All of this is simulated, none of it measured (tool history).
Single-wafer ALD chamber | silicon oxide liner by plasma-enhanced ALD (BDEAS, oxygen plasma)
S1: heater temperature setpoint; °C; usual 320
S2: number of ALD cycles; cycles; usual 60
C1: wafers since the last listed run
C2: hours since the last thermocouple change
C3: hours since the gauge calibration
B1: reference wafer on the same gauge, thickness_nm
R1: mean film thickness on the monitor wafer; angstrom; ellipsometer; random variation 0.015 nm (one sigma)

run    hour   S1  S2   C1      C2      C3     B1     R1
  1       0  320  60    0   875.6   334.6  6.302  58.09
  2    81.8  320  60  399   957.4   416.4  6.307  57.96
  3   187.5  320  60  516  1063.1   522.1  6.302  58.05
  4     236  320  57  237  1111.6   570.6  6.293  55.09
  5   291.7  320  57  272  1167.3   626.3  6.298   55.2
  6   339.6  320  68  234  1215.2   674.2    6.3  65.69
  7   421.5  320  68  400  1297.1   756.1  6.297  65.54
  8   500.2  320  68  384  1375.8   834.8  6.303  65.66
  9   576.8  320  55  374  1452.4   911.4  6.303  53.09
 10   682.9  320  55  518  1558.5  1017.5  6.302  53.33
 11   775.6  320  63  453  1651.2  1110.2   6.29  60.63
 12   854.4  320  63  385    1730    1189   6.29  61.18
 13   939.2  320  63  414  1814.8  1273.8    6.3  60.84
      958.4  -- gauge calibrated
 14   991.6  324  60  256  1867.2    33.2  6.303  57.63
 15  1098.2  326  60  521  1973.8   139.8  6.297   57.3
 16  1152.4  320  60  264    2028     194  6.295  58.08
 17  1195.1  328  49  208  2070.7   236.7  6.295  46.64
 18  1256.5  309  68  300  2132.1   298.1  6.304  66.77
 19  1293.9  313  60  182  2169.5   335.5  6.299   58.5
 20    1396  327  54  499  2271.6   437.6  6.296  51.47
     1479.3  -- thermocouple changed; heater temperature recalibrated
 21  1481.5  314  51  378     2.2   523.1  6.303  50.11
 22  1548.3  320  72  326      69   589.9  6.292  69.94
 23  1589.4  320  60  200   110.1     631  6.302  58.26
 24  1696.6  320  70  524   217.3   738.2  6.296  68.12
 25  1738.4  320  72  204   259.1     780  6.295  70.02
 26  1800.1  314  55  301   320.8   841.7  6.301  54.01
 27  1872.1  328  65  351   392.8   913.7  6.304  62.15
 28  1967.6  332  70  466   488.3  1009.2  6.304  66.31

Hidden state at the last listed run before each entry between runs and at the first one after, where it differs:
Between runs 13 and 14: gauge calibrated (hour 958.4)
  wafer temperature above the value expected at the setpoint (K): 5.24 -> 5.28
  measured less the result without the state, R1: -0.53 -> -0.51 angstrom
Between runs 20 and 21: thermocouple changed; heater temperature recalibrated (hour 1479.3)
  wafer temperature above the value expected at the setpoint (K): 5.46 -> 0.329
  measured less the result without the state, R1: -0.47 -> -0.03 angstrom
